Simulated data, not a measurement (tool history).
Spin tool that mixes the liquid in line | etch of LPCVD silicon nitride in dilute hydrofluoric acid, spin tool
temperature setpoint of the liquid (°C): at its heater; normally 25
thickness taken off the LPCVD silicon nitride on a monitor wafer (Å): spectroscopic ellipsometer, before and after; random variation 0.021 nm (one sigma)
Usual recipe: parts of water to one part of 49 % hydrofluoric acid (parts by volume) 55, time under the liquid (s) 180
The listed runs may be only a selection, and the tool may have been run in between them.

run	hour	temperature setpoint of the liquid (°C)	parts of water to one part of 49 % hydrofluoric acid (parts by volume)	time under the liquid (s)	read-back film thickness of the LPCVD silicon nitride reference wafer, read on the same gauge (nm)	thickness taken off the LPCVD silicon nitride on a monitor wafer (Å)
1	0	25	55	180	139.979	18.87
2	32.7	25	55	180	140.046	18.88
3	66	25	55	180	139.99	18.92
4	100.1	25	55	180	140.022	18.66
5	123.4	25	55	180	139.981	19.36
6	151.4	25	75	240	139.958	19.08
7	178.4	25	75	240	139.996	18.94
8	198.8	25	70	180	140.028	15.1
9	213.2	25	70	180	140.012	15.31
10	230.3	25	70	180	139.982	15.23
11	262.1	25	55	180	139.982	19.68
# hour 281.6: hydrofluoric acid flow meter replaced
12	282.1	21.5	55	180	140.037	13.95
13	313.5	21.5	55	180	139.995	14.57
14	348.9	25	55	180	140.014	17.95
15	394	25	55	180	140.041	18.4
# hour 410: thermometer replaced
16	429.7	25	55	180	139.993	18.7
17	448.8	21.5	55	180	139.989	15.1
18	473.5	28	70	85	139.985	8.32
19	515.6	27	30	85	140.038	18.4
20	549.3	28	25	260	139.995	72.17
# hour 549.9: gauge calibrated
21	576.7	20.5	70	270	140.065	16.78
22	607.9	25	55	180	139.974	19.38
23	620.5	25	75	125	140.023	9.94
24	634.6	23.5	55	145	140.042	13.85
25	670.4	27.5	55	220	140.023	28.04
# hour 705.4: hydrofluoric acid flow meter replaced
26	705.8	27.5	80	240	140.032	19.11
27	720.9	25	55	180	140.031	18.26

Give the tool's hidden conditions for every run:
liquid hotter than its thermometer reads (K): 0 at every run
gauge reads high (%): 0 at every run
H1: hydrofluoric acid flow above the setpoint (%)
run	H1
1	4.18
2	4.91
3	5.66
4	6.42
5	6.94
6	7.57
7	8.17
8	8.63
9	8.95
10	9.33
11	10
12	1.08
13	1.78
14	2.57
15	3.58
16	4.38
17	4.8
18	5.36
19	6.3
20	7.05
21	7.67
22	8.36
23	8.65
24	8.96
25	9.76
26	0.21
27	0.548

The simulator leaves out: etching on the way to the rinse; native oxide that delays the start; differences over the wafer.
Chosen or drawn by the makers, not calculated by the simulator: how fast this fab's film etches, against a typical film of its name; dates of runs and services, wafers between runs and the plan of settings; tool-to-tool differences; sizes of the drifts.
